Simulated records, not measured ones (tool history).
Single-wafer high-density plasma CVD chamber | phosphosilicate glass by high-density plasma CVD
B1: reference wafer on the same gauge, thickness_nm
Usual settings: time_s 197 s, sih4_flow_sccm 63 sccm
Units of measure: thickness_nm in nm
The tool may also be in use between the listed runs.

run 1 hour=0.0 | time_s=197 sih4_flow_sccm=63 | B1=1180.217 | thickness_nm=1429.717
run 2 hour=34.6 | time_s=197 sih4_flow_sccm=63 | B1=1179.303 | thickness_nm=1432.595
run 3 hour=55.7 | time_s=208 sih4_flow_sccm=63 | B1=1179.612 | thickness_nm=1518.028
run 4 hour=78.2 | time_s=208 sih4_flow_sccm=63 | B1=1179.993 | thickness_nm=1516.866
run 5 hour=97.6 | time_s=208 sih4_flow_sccm=63 | B1=1180.124 | thickness_nm=1512.738
run 6 hour=115.3 | time_s=207 sih4_flow_sccm=63 | B1=1179.527 | thickness_nm=1504.687
run 7 hour=130.5 | time_s=197 sih4_flow_sccm=63 | B1=1180.434 | thickness_nm=1435.513
run 8 hour=157.0 | time_s=197 sih4_flow_sccm=56 | B1=1180.253 | thickness_nm=1303.294
run 9 hour=173.5 | time_s=197 sih4_flow_sccm=56 | B1=1179.760 | thickness_nm=1308.342
run 10 hour=201.1 | time_s=197 sih4_flow_sccm=56 | B1=1179.840 | thickness_nm=1302.484
run 11 hour=222.1 | time_s=197 sih4_flow_sccm=63 | B1=1179.474 | thickness_nm=1444.271
run 12 hour=249.5 | time_s=197 sih4_flow_sccm=63 | B1=1179.598 | thickness_nm=1444.130
run 13 hour=266.4 | time_s=197 sih4_flow_sccm=63 | B1=1180.118 | thickness_nm=1443.257
run 14 hour=298.7 | time_s=197 sih4_flow_sccm=63 | B1=1180.022 | thickness_nm=1447.591
run 15 hour=319.3 | time_s=182 sih4_flow_sccm=63 | B1=1180.475 | thickness_nm=1335.825
run 16 hour=333.5 | time_s=182 sih4_flow_sccm=63 | B1=1179.624 | thickness_nm=1329.246
run 17 hour=365.4 | time_s=197 sih4_flow_sccm=63 | B1=1180.745 | thickness_nm=1447.942
run 18 hour=399.4 | time_s=197 sih4_flow_sccm=63 | B1=1180.140 | thickness_nm=1449.482
run 19 hour=428.6 | time_s=197 sih4_flow_sccm=63 | B1=1180.266 | thickness_nm=1447.874
run 20 hour=450.2 | time_s=197 sih4_flow_sccm=63 | B1=1179.794 | thickness_nm=1452.941
run 21 hour=470.5 | time_s=197 sih4_flow_sccm=63 | B1=1180.643 | thickness_nm=1448.643
run 22 hour=490.4 | time_s=197 sih4_flow_sccm=63 | B1=1179.245 | thickness_nm=1454.936
run 23 hour=514.1 | time_s=197 sih4_flow_sccm=57 | B1=1180.250 | thickness_nm=1345.196
run 24 hour=543.4 | time_s=207 sih4_flow_sccm=63 | B1=1179.787 | thickness_nm=1525.551
run 25 hour=564.6 | time_s=182 sih4_flow_sccm=58 | B1=1180.321 | thickness_nm=1259.447
run 26 hour=589.0 | time_s=220 sih4_flow_sccm=70 | B1=1180.141 | thickness_nm=1775.698
run 27 hour=617.8 | time_s=197 sih4_flow_sccm=63 | B1=1180.347 | thickness_nm=1457.504
run 28 hour=640.2 | time_s=158 sih4_flow_sccm=74 | B1=1180.425 | thickness_nm=1339.795
-- hour=652.0 silane flow controller replaced
run 29 hour=671.3 | time_s=208 sih4_flow_sccm=63 | B1=1180.347 | thickness_nm=1475.896
run 30 hour=694.0 | time_s=222 sih4_flow_sccm=74 | B1=1179.594 | thickness_nm=1795.597
run 31 hour=772.3 | time_s=197 sih4_flow_sccm=63 | B1=1179.340 | thickness_nm=1389.761
run 32 hour=789.9 | time_s=197 sih4_flow_sccm=63 | B1=1180.220 | thickness_nm=1395.083
-- hour=800.0 gauge calibrated
run 33 hour=810.5 | time_s=162 sih4_flow_sccm=59 | B1=1180.063 | thickness_nm=1085.835
run 34 hour=823.7 | time_s=197 sih4_flow_sccm=63 | B1=1179.780 | thickness_nm=1386.194
run 35 hour=853.6 | time_s=225 sih4_flow_sccm=69 | B1=1180.668 | thickness_nm=1718.851
run 36 hour=875.0 | time_s=216 sih4_flow_sccm=63 | B1=1179.718 | thickness_nm=1533.444
run 37 hour=902.5 | time_s=197 sih4_flow_sccm=63 | B1=1178.845 | thickness_nm=1395.370
run 38 hour=921.9 | time_s=197 sih4_flow_sccm=63 | B1=1179.961 | thickness_nm=1394.171
run 39 hour=954.1 | time_s=197 sih4_flow_sccm=63 | B1=1180.314 | thickness_nm=1397.184
run 40 hour=988.4 | time_s=218 sih4_flow_sccm=68 | B1=1179.985 | thickness_nm=1641.205
run 41 hour=1016.3 | time_s=220 sih4_flow_sccm=63 | B1=1179.161 | thickness_nm=1552.871
run 42 hour=1046.4 | time_s=187 sih4_flow_sccm=55 | B1=1180.565 | thickness_nm=1185.762

For run 43, what comes out?
run 43 hour=1077.5 | time_s=176 sih4_flow_sccm=57 | B1=? | thickness_nm=?

Run 43 yielded B1 1180.259, thickness_nm 1146.703 nm.
Had the tool carried no hidden state, the very same run would have given thickness_nm 1148.253 nm.
